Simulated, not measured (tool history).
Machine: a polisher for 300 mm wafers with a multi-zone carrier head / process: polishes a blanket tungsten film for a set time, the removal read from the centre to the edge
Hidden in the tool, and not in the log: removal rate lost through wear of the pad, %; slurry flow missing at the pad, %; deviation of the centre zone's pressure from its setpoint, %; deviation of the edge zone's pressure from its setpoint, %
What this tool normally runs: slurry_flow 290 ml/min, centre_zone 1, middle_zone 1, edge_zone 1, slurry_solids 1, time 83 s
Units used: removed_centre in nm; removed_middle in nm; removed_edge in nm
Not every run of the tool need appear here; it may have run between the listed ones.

| run | day | slurry_flow | centre_zone | middle_zone | edge_zone | slurry_solids | time | wafers since the last listed run | wafers polished on this pad | hours since the slurry nozzle was cleaned | hours since the centre zone pressure was calibrated | hours since the edge zone pressure was calibrated | hours since the carrier head's membrane was replaced | incoming thickness of the incoming film, nm | removed_centre | removed_middle | removed_edge |
|---|---|---|---|---|---|---|---|---|---|---|---|---|---|---|---|---|---|
| 1 | 0 | 290 | 0.93 | 1 | 1 | 1 | 83 | 0 | 2 | 121.2 | 106.8 | 924.9 | 793 | 1487 | 348.1 | 375 | 390.3 |
| 2 | 2.658 | 290 | 1 | 1 | 1 | 1.05 | 83 | 352 | 354 | 185 | 170.6 | 988.7 | 856.8 | 1527.8 | 374.2 | 384.5 | 397.7 |
| 3 | 4.892 | 290 | 1 | 1 | 1 | 1 | 83 | 295 | 650 | 238.6 | 224.2 | 1042.3 | 910.4 | 1521.6 | 368.1 | 376.1 | 390.4 |
| 4 | 6.162 | 290 | 1 | 1 | 1 | 1 | 83 | 168 | 818 | 269.1 | 254.7 | 1072.8 | 940.9 | 1492.4 | 366.4 | 375.5 | 388.9 |
| 5 | 8.762 | 290 | 1 | 1 | 1 | 1 | 83 | 344 | 1162 | 331.5 | 317.1 | 1135.2 | 1003.3 | 1531 | 369.3 | 377.6 | 381.8 |
| 6 | 11.292 | 290 | 1 | 1 | 1 | 1 | 83 | 334 | 1497 | 392.2 | 377.8 | 1195.9 | 1064 | 1498.1 | 364.6 | 377.5 | 387.9 |
|  | 11.925 | slurry nozzle cleaned |
|  | 12.121 | centre zone pressure recalibrated |
|  | 13.333 | worn pad replaced by a new one |
| 7 | 14.046 | 290 | 1 | 1 | 1 | 1 | 83 | 326 | 94 | 50.9 | 46.2 | 1262 | 1130.1 | 1517.6 | 366.8 | 380.8 | 384.5 |
| 8 | 15.771 | 290 | 1 | 1 | 1 | 1 | 83 | 228 | 322 | 92.3 | 87.6 | 1303.4 | 1171.5 | 1499 | 373.8 | 378.2 | 383.5 |
|  | 16.588 | carrier head's membrane replaced by a new one |
| 9 | 17.292 | 205 | 1 | 1 | 1 | 1 | 83 | 173 | 496 | 128.8 | 124.1 | 1339.9 | 16.9 | 1506.3 | 357 | 364.8 | 378.3 |
|  | 17.629 | edge zone pressure recalibrated |
| 10 | 19.867 | 290 | 1 | 1.06 | 1 | 1 | 83 | 329 | 826 | 190.6 | 185.9 | 53.7 | 78.7 | 1505.1 | 370.2 | 393.6 | 390.3 |
| 11 | 21.65 | 335 | 1 | 1.1 | 1.04 | 0.85 | 83 | 236 | 1062 | 233.4 | 228.7 | 96.5 | 121.5 | 1495.5 | 358.2 | 397.9 | 393.8 |
| 12 | 23.45 | 315 | 1 | 1 | 1 | 1 | 83 | 238 | 1301 | 276.6 | 271.9 | 139.7 | 164.7 | 1490.2 | 373.8 | 376.5 | 396 |
| 13 | 25.546 | 290 | 1.06 | 0.91 | 1.1 | 1.2 | 83 | 277 | 1578 | 326.9 | 322.2 | 190 | 215 | 1505.8 | 399.5 | 366.3 | 427.1 |
| 14 | 26.55 | 290 | 1 | 0.96 | 1 | 1 | 83 | 132 | 1711 | 351 | 346.3 | 214.1 | 239.1 | 1499.2 | 367.2 | 365.6 | 395.9 |
|  | 27.429 | worn pad replaced by a new one |
|  | 27.517 | centre zone pressure recalibrated |
|  | 27.529 | slurry nozzle cleaned |
| 15 | 29.467 | 340 | 1.07 | 1 | 1.11 | 1 | 83 | 351 | 256 | 46.5 | 46.8 | 284.1 | 309.1 | 1523.7 | 396.4 | 384.7 | 415.4 |
| 16 | 31.358 | 290 | 1 | 1 | 1 | 0.8 | 83 | 250 | 507 | 91.9 | 92.2 | 329.5 | 354.5 | 1499.1 | 349.3 | 355.8 | 370.3 |
| 17 | 39.821 | 290 | 1 | 1 | 1 | 1 | 83 | 1120 | 1627 | 295 | 295.3 | 532.6 | 557.6 | 1501.9 | 367.4 | 383.1 | 381 |
|  | 40.921 | worn pad replaced by a new one |
| 18 | 43.262 | 290 | 1.04 | 1 | 1.04 | 1 | 83 | 433 | 309 | 377.6 | 377.9 | 615.2 | 640.2 | 1491.8 | 376.3 | 377.6 | 384.1 |
|  | 43.704 | centre zone pressure recalibrated |
|  | 45.117 | slurry nozzle cleaned |
| 19 | 47.6 | 325 | 1 | 1.04 | 1 | 1 | 83 | 557 | 867 | 59.6 | 93.5 | 719.3 | 744.3 | 1491.1 | 372.6 | 397.2 | 403.5 |
| 20 | 49.758 | 380 | 1.1 | 1 | 1 | 1 | 70 | 285 | 1153 | 111.4 | 145.3 | 771.1 | 796.1 | 1511.7 | 339.5 | 324 | 330.5 |
| 21 | 51.9 | 290 | 0.91 | 0.94 | 0.88 | 1 | 83 | 283 | 1437 | 162.8 | 196.7 | 822.5 | 847.5 | 1481.2 | 341.8 | 359.4 | 370.2 |
|  | 52.729 | worn pad replaced by a new one |
| 22 | 54.375 | 290 | 1 | 1 | 1 | 1 | 83 | 305 | 218 | 222.2 | 256.1 | 881.9 | 906.9 | 1508.3 | 372 | 376.4 | 391.2 |

Forecast each of these 3 alternatives for the next run:
| A | 54.396 | 290 | 1 | 1 | 0.95 | 1 | 83 | 2 | 220 | 222.7 | 256.6 | 882.4 | 907.4 | 1499.3 | ? | ? | ? |
| B | 54.396 | 290 | 1 | 0.89 | 1 | 1 | 83 | 2 | 220 | 222.7 | 256.6 | 882.4 | 907.4 | 1499.3 | ? | ? | ? |
| C | 54.396 | 320 | 1 | 0.94 | 1 | 1 | 83 | 2 | 220 | 222.7 | 256.6 | 882.4 | 907.4 | 1499.3 | ? | ? | ? |

| run | removed_centre | removed_middle | removed_edge |
|---|---|---|---|
| A | 362.7 | 380.7 | 379.3 |
| B | 362.5 | 347.9 | 389.2 |
| C | 365.8 | 365.7 | 391.4 |
With the hidden condition removed and each run's random variation left untouched, the same runs would have given:
| run | removed_centre | removed_middle | removed_edge |
|---|---|---|---|
| A | 362.7 | 380.7 | 379.3 |
| B | 362.5 | 347.9 | 389.2 |
| C | 365.8 | 365.7 | 391.4 |
